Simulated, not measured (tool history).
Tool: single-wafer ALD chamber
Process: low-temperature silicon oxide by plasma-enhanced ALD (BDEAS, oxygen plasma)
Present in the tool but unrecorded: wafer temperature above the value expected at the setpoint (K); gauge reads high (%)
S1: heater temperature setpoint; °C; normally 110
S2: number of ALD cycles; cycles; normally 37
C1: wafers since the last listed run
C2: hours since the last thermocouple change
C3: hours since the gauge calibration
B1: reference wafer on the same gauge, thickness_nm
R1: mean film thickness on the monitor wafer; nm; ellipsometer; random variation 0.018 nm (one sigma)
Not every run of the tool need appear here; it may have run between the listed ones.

Run 1, hour 0.0: usual settings; C1 0; C2 2361.4; C3 359.6; B1 5.833. Result: R1 5.528 nm.
Run 2, hour 49.8: usual settings; C1 464; C2 2411.2; C3 409.4; B1 5.839. Result: R1 5.536 nm.
Run 3, hour 75.4: usual settings but S1 117 °C, S2 35 cycles; C1 238; C2 2436.8; C3 435.0; B1 5.844. Result: R1 5.194 nm.
Run 4, hour 112.7: usual settings but S1 117 °C, S2 35 cycles; C1 347; C2 2474.1; C3 472.3; B1 5.854. Result: R1 5.211 nm.
Run 5, hour 149.1: usual settings but S1 120 °C; C1 339; C2 2510.5; C3 508.7; B1 5.863. Result: R1 5.441 nm.
Run 6, hour 202.1: usual settings but S1 120 °C; C1 494; C2 2563.5; C3 561.7; B1 5.868. Result: R1 5.465 nm.
Run 7, hour 261.4: usual settings but S1 115 °C; C1 552; C2 2622.8; C3 621.0; B1 5.879. Result: R1 5.537 nm.
Run 8, hour 294.1: usual settings but S1 115 °C; C1 304; C2 2655.5; C3 653.7; B1 5.884. Result: R1 5.564 nm.
Run 9, hour 327.7: usual settings but S1 115 °C; C1 313; C2 2689.1; C3 687.3; B1 5.892. Result: R1 5.557 nm.
At hour 354.2: gauge calibrated.
Run 10, hour 381.3: usual settings but S2 32 cycles; C1 499; C2 2742.7; C3 27.1; B1 5.794. Result: R1 4.770 nm.
Run 11, hour 428.8: usual settings but S2 32 cycles; C1 442; C2 2790.2; C3 74.6; B1 5.795. Result: R1 4.743 nm.
Run 12, hour 475.2: usual settings but S2 32 cycles; C1 432; C2 2836.6; C3 121.0; B1 5.808. Result: R1 4.763 nm.
Run 13, hour 525.0: usual settings; C1 464; C2 2886.4; C3 170.8; B1 5.817. Result: R1 5.529 nm.
Run 14, hour 557.5: usual settings; C1 303; C2 2918.9; C3 203.3; B1 5.817. Result: R1 5.542 nm.
Run 15, hour 587.2: usual settings but S1 122 °C, S2 39 cycles; C1 276; C2 2948.6; C3 233.0; B1 5.832. Result: R1 5.686 nm.
Run 16, hour 618.9: usual settings but S1 96 °C, S2 41 cycles; C1 295; C2 2980.3; C3 264.7; B1 5.830. Result: R1 6.311 nm.
Run 17, hour 685.9: usual settings but S2 41 cycles; C1 624; C2 3047.3; C3 331.7; B1 5.850. Result: R1 6.133 nm.
Run 18, hour 718.2: usual settings but S1 104 °C, S2 42 cycles; C1 301; C2 3079.6; C3 364.0; B1 5.858. Result: R1 6.410 nm.
Run 19, hour 752.0: usual settings; C1 315; C2 3113.4; C3 397.8; B1 5.859. Result: R1 5.537 nm.
Run 20, hour 781.6: usual settings but S1 124 °C; C1 276; C2 3143.0; C3 427.4; B1 5.864. Result: R1 5.427 nm.
Run 21, hour 835.8: usual settings but S1 96 °C, S2 34 cycles; C1 505; C2 3197.2; C3 481.6; B1 5.876. Result: R1 5.281 nm.
Run 22, hour 872.1: usual settings but S1 121 °C; C1 338; C2 3233.5; C3 517.9; B1 5.885. Result: R1 5.475 nm.
At hour 892.1: thermocouple changed; heater temperature recalibrated.
Run 23, hour 904.0: usual settings but S1 118 °C, S2 33 cycles; C1 222; C2 11.9; C3 549.8; B1 5.889. Result: R1 4.935 nm.
Run 24, hour 941.8: usual settings; C1 352; C2 49.7; C3 587.6; B1 5.895. Result: R1 5.597 nm.
Run 25, hour 990.1: usual settings but S2 35 cycles; C1 450; C2 98.0; C3 635.9; B1 5.910. Result: R1 5.297 nm.
Run 26, hour 1024.8: usual settings; C1 323; C2 132.7; C3 670.6; B1 5.907. Result: R1 5.598 nm.
Run 27, hour 1052.2: usual settings; C1 255; C2 160.1; C3 698.0; B1 5.919. Result: R1 5.634 nm.
At hour 1065.8: gauge calibrated.
Run 28, hour 1077.8: usual settings but S1 121 °C, S2 42 cycles; C1 238; C2 185.7; C3 12.0; B1 5.765. Result: R1 6.090 nm.
Run 29, hour 1129.7: usual settings but S1 102 °C, S2 31 cycles; C1 483; C2 237.6; C3 63.9; B1 5.767. Result: R1 4.648 nm.

Subtracting, for every run, the result it would have given without the tool's unlogged condition from the measured result gives the following. The same run-to-run variation enters both numbers; the gauge's scatter may not:
run      R1
  1  +0.057
  2  +0.066
  3  +0.066
  4  +0.072
  5  +0.082
  6  +0.092
  7  +0.104
  8  +0.110
  9  +0.116
 10  +0.016
 11  +0.023
 12  +0.030
 13  +0.045
 14  +0.050
 15  +0.058
 16  +0.070
 17  +0.082
 18  +0.092
 19  +0.085
 20  +0.089
 21  +0.096
 22  +0.105
 23  +0.101
 24  +0.120
 25  +0.122
 26  +0.135
 27  +0.141
 28  -0.012
 29  -0.001

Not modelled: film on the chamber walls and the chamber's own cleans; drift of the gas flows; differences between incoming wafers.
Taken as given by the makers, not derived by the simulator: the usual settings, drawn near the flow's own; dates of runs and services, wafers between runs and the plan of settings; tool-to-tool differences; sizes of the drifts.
